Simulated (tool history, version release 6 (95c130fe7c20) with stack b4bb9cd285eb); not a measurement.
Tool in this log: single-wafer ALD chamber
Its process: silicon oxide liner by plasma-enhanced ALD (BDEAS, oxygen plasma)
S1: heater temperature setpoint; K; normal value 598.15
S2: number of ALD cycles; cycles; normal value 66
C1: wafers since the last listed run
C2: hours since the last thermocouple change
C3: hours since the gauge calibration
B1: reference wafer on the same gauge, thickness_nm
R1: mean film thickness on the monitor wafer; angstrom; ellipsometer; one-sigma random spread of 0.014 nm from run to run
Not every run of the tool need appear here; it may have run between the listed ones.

run 1 day=0 | S1=598.15 S2=61 | C1=0 C2=699.2 C3=295.2 | B1=4.931 | R1=50.22
run 2 day=1.2 | S1=598.15 S2=61 | C1=217 C2=728 C3=324 | B1=4.931 | R1=50.06
run 3 day=2.65 | S1=598.15 S2=66 | C1=262 C2=762.8 C3=358.8 | B1=4.93 | R1=54.25
run 4 day=3.554 | S1=598.15 S2=66 | C1=163 C2=784.5 C3=380.5 | B1=4.929 | R1=53.9
run 5 day=4.471 | S1=598.15 S2=66 | C1=166 C2=806.5 C3=402.5 | B1=4.932 | R1=54.05
run 6 day=5.125 | S1=594.15 S2=66 | C1=118 C2=822.2 C3=418.2 | B1=4.928 | R1=54.18
run 7 day=6.496 | S1=594.15 S2=66 | C1=248 C2=855.1 C3=451.1 | B1=4.929 | R1=54.37
run 8 day=7.392 | S1=598.15 S2=66 | C1=162 C2=876.6 C3=472.6 | B1=4.927 | R1=53.92
run 9 day=8.408 | S1=598.15 S2=66 | C1=184 C2=901 C3=497 | B1=4.93 | R1=54.43
run 10 day=11.933 | S1=598.15 S2=66 | C1=638 C2=985.6 C3=581.6 | B1=4.935 | R1=54.05
-- day=12.975 gauge calibrated
run 11 day=13.175 | S1=598.15 S2=66 | C1=224 C2=1015.4 C3=4.8 | B1=4.929 | R1=53.98
run 12 day=13.867 | S1=598.15 S2=66 | C1=125 C2=1032 C3=21.4 | B1=4.932 | R1=54
run 13 day=14.442 | S1=586.15 S2=72 | C1=104 C2=1045.8 C3=35.2 | B1=4.927 | R1=59.9
run 14 day=15.562 | S1=592.15 S2=66 | C1=203 C2=1072.7 C3=62.1 | B1=4.932 | R1=54.39
run 15 day=16.946 | S1=585.15 S2=62 | C1=250 C2=1105.9 C3=95.3 | B1=4.928 | R1=51.63
run 16 day=18.025 | S1=598.15 S2=66 | C1=195 C2=1131.8 C3=121.2 | B1=4.928 | R1=53.92
-- day=18.492 thermocouple changed; heater temperature recalibrated
run 17 day=19.321 | S1=606.15 S2=66 | C1=174 C2=19.9 C3=152.3 | B1=4.928 | R1=53.33
run 18 day=20.271 | S1=591.15 S2=70 | C1=172 C2=42.7 C3=175.1 | B1=4.929 | R1=57.79
run 19 day=21.629 | S1=605.15 S2=62 | C1=246 C2=75.3 C3=207.7 | B1=4.932 | R1=50.29
run 20 day=22.358 | S1=606.15 S2=54 | C1=132 C2=92.8 C3=225.2 | B1=4.93 | R1=43.68
run 21 day=22.888 | S1=598.15 S2=71 | C1=95 C2=105.5 C3=237.9 | B1=4.929 | R1=58.34
run 22 day=23.896 | S1=598.15 S2=61 | C1=182 C2=129.7 C3=262.1 | B1=4.93 | R1=49.96
run 23 day=24.517 | S1=586.15 S2=71 | C1=112 C2=144.6 C3=277 | B1=4.93 | R1=59.06

Consider 4 possible next runs. They are alternatives, not a sequence: every one starts from the tool as it was left by run 23. What does each give?
run A day=24.538 | S1=591.15 S2=66 | C1=3 C2=145.1 C3=277.5 | B1=? | R1=?
run B day=24.538 | S1=609.15 S2=77 | C1=3 C2=145.1 C3=277.5 | B1=? | R1=?
run C day=24.538 | S1=587.15 S2=57 | C1=3 C2=145.1 C3=277.5 | B1=? | R1=?
run D day=24.538 | S1=604.15 S2=66 | C1=3 C2=145.1 C3=277.5 | B1=? | R1=?

run=A B1=4.931 R1=54.46
run=B B1=4.931 R1=62.1
run=C B1=4.931 R1=47.28
run=D B1=4.931 R1=53.57
Stripped of hidden state, with their random variation kept, the same runs would have yielded:
run=A R1=54.46
run=B R1=62.1
run=C R1=47.28
run=D R1=53.57
